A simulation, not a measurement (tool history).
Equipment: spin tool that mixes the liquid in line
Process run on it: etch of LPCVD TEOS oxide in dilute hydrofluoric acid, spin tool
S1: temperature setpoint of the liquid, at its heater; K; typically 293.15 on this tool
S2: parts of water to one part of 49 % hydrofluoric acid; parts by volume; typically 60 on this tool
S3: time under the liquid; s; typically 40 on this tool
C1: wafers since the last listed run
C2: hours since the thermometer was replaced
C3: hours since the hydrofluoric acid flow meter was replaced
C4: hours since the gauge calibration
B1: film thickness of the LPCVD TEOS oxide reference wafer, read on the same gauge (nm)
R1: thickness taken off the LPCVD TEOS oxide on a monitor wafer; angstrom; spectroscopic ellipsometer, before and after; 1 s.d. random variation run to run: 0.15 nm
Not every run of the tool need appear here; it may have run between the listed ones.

{"run": 1, "hour": 0.0, "S1": 293.15, "S2": 60, "S3": 40, "C1": 0, "C2": 957.6, "C3": 1185.4, "C4": 605.7, "B1": 110.01, "R1": 182.5}
{"hour": 23.3, "done": "gauge calibrated"}
{"run": 2, "hour": 60.1, "S1": 293.15, "S2": 60, "S3": 40, "C1": 454, "C2": 1017.7, "C3": 1245.5, "C4": 36.8, "B1": 109.98, "R1": 184.4}
{"run": 3, "hour": 95.3, "S1": 293.15, "S2": 60, "S3": 40, "C1": 266, "C2": 1052.9, "C3": 1280.7, "C4": 72.0, "B1": 109.97, "R1": 183.5}
{"run": 4, "hour": 164.0, "S1": 293.15, "S2": 60, "S3": 25, "C1": 519, "C2": 1121.6, "C3": 1349.4, "C4": 140.7, "B1": 110.0, "R1": 112.8}
{"run": 5, "hour": 206.3, "S1": 293.15, "S2": 60, "S3": 40, "C1": 320, "C2": 1163.9, "C3": 1391.7, "C4": 183.0, "B1": 110.02, "R1": 180.1}
{"run": 6, "hour": 241.7, "S1": 293.15, "S2": 60, "S3": 40, "C1": 267, "C2": 1199.3, "C3": 1427.1, "C4": 218.4, "B1": 109.98, "R1": 180.3}
{"run": 7, "hour": 308.6, "S1": 291.15, "S2": 60, "S3": 60, "C1": 506, "C2": 1266.2, "C3": 1494.0, "C4": 285.3, "B1": 109.99, "R1": 246.1}
{"run": 8, "hour": 357.7, "S1": 291.15, "S2": 60, "S3": 60, "C1": 371, "C2": 1315.3, "C3": 1543.1, "C4": 334.4, "B1": 110.01, "R1": 244.2}
{"run": 9, "hour": 389.3, "S1": 293.15, "S2": 60, "S3": 40, "C1": 239, "C2": 1346.9, "C3": 1574.7, "C4": 366.0, "B1": 109.98, "R1": 175.8}
{"hour": 404.2, "done": "thermometer replaced"}
{"run": 10, "hour": 456.4, "S1": 293.15, "S2": 60, "S3": 40, "C1": 500, "C2": 52.2, "C3": 1641.8, "C4": 433.1, "B1": 110.04, "R1": 195.7}
{"run": 11, "hour": 493.6, "S1": 293.15, "S2": 60, "S3": 40, "C1": 281, "C2": 89.4, "C3": 1679.0, "C4": 470.3, "B1": 109.99, "R1": 190.6}
{"run": 12, "hour": 540.8, "S1": 291.15, "S2": 60, "S3": 30, "C1": 357, "C2": 136.6, "C3": 1726.2, "C4": 517.5, "B1": 110.01, "R1": 130.7}
{"run": 13, "hour": 570.2, "S1": 294.65, "S2": 75, "S3": 25, "C1": 222, "C2": 166.0, "C3": 1755.6, "C4": 546.9, "B1": 110.03, "R1": 99.6}
{"hour": 586.1, "done": "gauge calibrated"}
{"hour": 605.5, "done": "hydrofluoric acid flow meter replaced"}
{"run": 14, "hour": 608.8, "S1": 293.15, "S2": 60, "S3": 50, "C1": 284, "C2": 204.6, "C3": 3.3, "C4": 22.7, "B1": 110.0, "R1": 257.2}
{"run": 15, "hour": 677.1, "S1": 293.15, "S2": 60, "S3": 60, "C1": 516, "C2": 272.9, "C3": 71.6, "C4": 91.0, "B1": 109.99, "R1": 304.6}
{"run": 16, "hour": 716.9, "S1": 293.15, "S2": 35, "S3": 40, "C1": 301, "C2": 312.7, "C3": 111.4, "C4": 130.8, "B1": 109.99, "R1": 360.1}
{"run": 17, "hour": 753.8, "S1": 290.15, "S2": 80, "S3": 40, "C1": 279, "C2": 349.6, "C3": 148.3, "C4": 167.7, "B1": 110.01, "R1": 131.2}
{"run": 18, "hour": 811.5, "S1": 295.15, "S2": 60, "S3": 65, "C1": 436, "C2": 407.3, "C3": 206.0, "C4": 225.4, "B1": 109.97, "R1": 354.8}
{"run": 19, "hour": 867.8, "S1": 293.15, "S2": 60, "S3": 40, "C1": 426, "C2": 463.6, "C3": 262.3, "C4": 281.7, "B1": 109.99, "R1": 199.6}
{"run": 20, "hour": 936.2, "S1": 290.15, "S2": 85, "S3": 65, "C1": 517, "C2": 532.0, "C3": 330.7, "C4": 350.1, "B1": 109.99, "R1": 195.8}
{"run": 21, "hour": 977.5, "S1": 291.65, "S2": 70, "S3": 40, "C1": 312, "C2": 573.3, "C3": 372.0, "C4": 391.4, "B1": 110.01, "R1": 156.5}
{"run": 22, "hour": 1042.1, "S1": 295.15, "S2": 60, "S3": 65, "C1": 488, "C2": 637.9, "C3": 436.6, "C4": 456.0, "B1": 110.01, "R1": 348.6}

For each run, what was the tool's unlogged condition?
gauge reads high (%): 0 on each run
H1: liquid colder than its thermometer reads (K)
H2: hydrofluoric acid flow below the setpoint (%)
run=1 H1=2.04 H2=5.36
run=2 H1=2.14 H2=5.57
run=3 H1=2.2 H2=5.7
run=4 H1=2.31 H2=5.95
run=5 H1=2.38 H2=6.1
run=6 H1=2.44 H2=6.22
run=7 H1=2.55 H2=6.46
run=8 H1=2.63 H2=6.64
run=9 H1=2.69 H2=6.75
run=10 H1=0.565 H2=7
run=11 H1=0.627 H2=7.13
run=12 H1=0.705 H2=7.3
run=13 H1=0.754 H2=7.4
run=14 H1=0.819 H2=0.475
run=15 H1=0.933 H2=0.72
run=16 H1=0.999 H2=0.863
run=17 H1=1.06 H2=0.995
run=18 H1=1.16 H2=1.2
run=19 H1=1.25 H2=1.4
run=20 H1=1.36 H2=1.65
run=21 H1=1.43 H2=1.8
run=22 H1=1.54 H2=2.03
